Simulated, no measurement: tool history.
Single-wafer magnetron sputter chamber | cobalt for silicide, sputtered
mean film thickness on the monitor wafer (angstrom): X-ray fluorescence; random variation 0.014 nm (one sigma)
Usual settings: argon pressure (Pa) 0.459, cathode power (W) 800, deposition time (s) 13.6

run     day  argon pressure (Pa)  cathode power (W)  deposition time (s)  read-back reference wafer on the same gauge, thickness_nm  mean film thickness on the monitor wafer (angstrom)
  1   0.000                0.459                800                 13.6                                                      5.061                                                51.69
      1.067  -- sputter target and shields replaced
  2   1.496                0.459                800                 13.6                                                      5.062                                                52.95
  3   4.646                0.459                800                 13.6                                                      5.059                                                52.58
  4   5.275                0.459                800                 13.6                                                      5.061                                                52.19
  5   6.333                0.459                800                 13.6                                                      5.060                                                52.20
      7.112  -- sputter target and shields replaced
  6   7.133                0.459                800                 13.6                                                      5.060                                                53.13
  7   8.183                0.459                850                 11.9                                                      5.062                                                48.85
  8   9.650                0.459                850                 11.9                                                      5.058                                                48.50
  9  11.008                0.459                850                 11.9                                                      5.058                                                48.52
 10  11.717                0.562                800                 13.6                                                      5.063                                                50.50
 11  12.304                0.562                800                 13.6                                                      5.061                                                50.56
 12  13.262                0.562                800                 13.6                                                      5.063                                                50.35
     13.712  -- sputter target and shields replaced
 13  14.792                0.459                800                 13.6                                                      5.058                                                53.14
 14  15.842                0.459                650                 16.2                                                      5.057                                                53.52
     17.104  -- gauge calibrated
 15  17.933                0.459                800                 13.6                                                      5.063                                                52.65
 16  18.788                0.459                800                 13.6                                                      5.060                                                52.23
     19.483  -- sputter target and shields replaced
 17  19.829                0.538                900                 14.9                                                      5.055                                                63.22
     20.808  -- magnet pack replaced
     21.288  -- capacitance manometer re-zeroed and calibrated
 18  21.308                0.459                900                 13.6                                                      5.064                                                56.59
 19  22.504                0.459                800                 14.6                                                      5.068                                                54.93
 20  23.900                0.459                800                 13.6                                                      5.064                                                50.76
 21  24.842                0.459                800                 13.6                                                      5.060                                                50.30
     25.767  -- sputter target and shields replaced
 22  25.788                0.459                800                 13.6                                                      5.059                                                51.72
 23  27.012                0.459                950                 13.6                                                      5.058                                                59.60
 24  27.775                0.329                800                 13.6                                                      5.065                                                54.04
 25  30.846                0.615                800                 13.6                                                      5.055                                                48.09
     31.296  -- sputter target and shields replaced
 26  31.717                0.339                650                 15.3                                                      5.063                                                51.25

The tool's hidden state at each run:
gauge reads high (%): 0 in every run
H1: deposition rate above that of a new target (%)
H2: true argon pressure above the setpoint (%)
run       H1     H2
  1    -2.47  -13.1
  2  -0.0141  -13.5
  3   -0.896  -14.4
  4    -1.24  -14.5
  5    -1.94  -14.8
  6   -0.517    -15
  7   -0.597  -15.3
  8   -0.966  -15.7
  9    -1.58  -16.1
 10       -2  -16.3
 11     -2.4  -16.4
 12    -3.16  -16.7
 13    -0.24  -17.1
 14   -0.475  -17.4
 15     -1.4    -18
 16    -1.96  -18.2
 17   -0.567  -18.5
 18   -0.791   3.77
 19     -1.2   3.45
 20    -1.92   3.07
 21    -2.56   2.82
 22   -0.261   2.56
 23   -0.369   2.23
 24   -0.543   2.02
 25    -2.06   1.19
 26   -0.257  0.958
